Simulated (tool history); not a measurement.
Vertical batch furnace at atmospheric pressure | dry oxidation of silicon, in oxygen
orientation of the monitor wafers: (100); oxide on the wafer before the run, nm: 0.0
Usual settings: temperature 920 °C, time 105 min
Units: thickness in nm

| run | day | temperature | time | read-back reference wafer on the same gauge, thickness | thickness |
|---|---|---|---|---|---|
| 1 | 0 | 908 | 105 | 27.18 | 28.22 |
| 2 | 1.125 | 920 | 105 | 27.19 | 31.84 |
| 3 | 2.888 | 920 | 105 | 27.21 | 31.86 |
| 4 | 3.483 | 920 | 85 | 27.19 | 27.57 |
| 5 | 4.125 | 920 | 85 | 27.2 | 27.49 |
| 6 | 4.875 | 920 | 85 | 27.21 | 27.56 |
| 7 | 6.371 | 920 | 105 | 27.19 | 31.83 |
| 8 | 6.938 | 920 | 105 | 27.2 | 31.68 |
| 9 | 7.721 | 920 | 105 | 27.19 | 31.72 |
| 10 | 8.771 | 920 | 105 | 27.19 | 31.64 |
| 11 | 9.554 | 939 | 65 | 27.21 | 27.74 |
| 12 | 10.125 | 939 | 65 | 27.2 | 27.78 |
| 13 | 10.804 | 920 | 69.5 | 27.2 | 24.01 |
| 14 | 12.075 | 920 | 69.5 | 27.2 | 23.92 |
| 15 | 12.846 | 920 | 69.5 | 27.2 | 24.02 |
| 16 | 13.683 | 938 | 94.5 | 27.21 | 35.31 |
| 17 | 14.383 | 938 | 94.5 | 27.2 | 35.41 |
| 18 | 15.712 | 938 | 94.5 | 27.2 | 35.45 |
| 19 | 16.496 | 933 | 154 | 27.2 | 47.57 |
| 20 | 17.925 | 920 | 105 | 27.2 | 31.51 |
| 21 | 19.421 | 920 | 105 | 27.21 | 31.5 |
| 22 | 20.154 | 930 | 105 | 27.2 | 34.94 |
| 23 | 21.104 | 937 | 105 | 27.19 | 37.6 |
| 24 | 21.988 | 931 | 125 | 27.2 | 39.86 |
|  | 22.138 | gauge calibrated |
| 25 | 22.871 | 912 | 55 | 27.19 | 18.86 |
| 26 | 24.212 | 896 | 105 | 27.21 | 24.59 |
|  | 25.921 | boat lift adjusted |
| 27 | 25.942 | 920 | 105 | 27.2 | 32.83 |

The next listed run, before its measurement:
|  | 26.983 | thermocouples replaced and temperature profile calibrated |
| 28 | 27.004 | 929 | 76.5 | ? | ? |

{"run 28": {"read-back reference wafer on the same gauge, thickness": 27.22, "thickness": 27.58}}
Without the tool's hidden state the same run would have given thickness 27.5 nm.
